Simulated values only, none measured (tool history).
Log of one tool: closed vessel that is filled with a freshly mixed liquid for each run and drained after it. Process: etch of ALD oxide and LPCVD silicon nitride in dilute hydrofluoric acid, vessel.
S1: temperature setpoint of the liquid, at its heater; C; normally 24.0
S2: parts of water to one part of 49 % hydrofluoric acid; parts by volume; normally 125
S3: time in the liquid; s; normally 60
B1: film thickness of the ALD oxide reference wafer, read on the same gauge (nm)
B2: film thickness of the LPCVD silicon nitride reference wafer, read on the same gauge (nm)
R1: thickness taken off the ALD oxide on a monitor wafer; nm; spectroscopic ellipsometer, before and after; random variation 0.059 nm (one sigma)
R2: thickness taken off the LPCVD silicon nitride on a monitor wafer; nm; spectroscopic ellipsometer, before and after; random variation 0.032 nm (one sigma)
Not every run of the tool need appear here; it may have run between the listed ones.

run	hour	S1	S2	S3	B1	B2	R1	R2
1	0.0	24.0	125	60	59.97	60.008	11.10	0.308
2	23.0	24.0	125	60	60.02	59.981	10.95	0.259
3	54.3	24.0	150	60	60.01	60.003	8.84	0.226
4	73.6	24.0	150	60	60.01	60.015	8.94	0.259
5	105.1	24.0	150	60	59.96	59.993	8.99	0.255
6	138.1	24.0	90	80	60.00	60.023	21.24	0.512
7	155.8	24.0	90	80	59.96	59.998	21.50	0.522
8	170.2	24.0	125	50	60.03	59.993	9.24	0.267
# hour 178.9: hydrofluoric acid flow meter replaced
9	205.3	24.0	125	60	60.00	60.006	9.93	0.241
10	225.4	21.5	180	60	60.04	60.006	5.83	0.145
# hour 227.3: gauge calibrated
11	253.5	28.5	125	60	60.02	60.012	11.79	0.309
# hour 268.1: thermometer replaced
12	286.7	24.0	150	60	59.98	60.014	8.04	0.204
13	301.2	19.5	155	60	60.04	59.995	6.46	0.182
14	328.5	24.0	90	80	59.98	60.001	19.14	0.391
15	383.2	27.0	125	60	60.00	60.012	11.16	0.287
16	418.3	24.0	125	35	59.95	59.995	5.81	0.135

What will run 17 give?
17	448.0	21.0	175	75	?	?	?	?

B1: 60.00
B2: 60.014
R1: 7.57 nm
R2: 0.150 nm
Take away the tool's hidden state, keep the run-to-run variation as it was, and the same run would have given R1 7.35 nm, R2 0.146 nm.
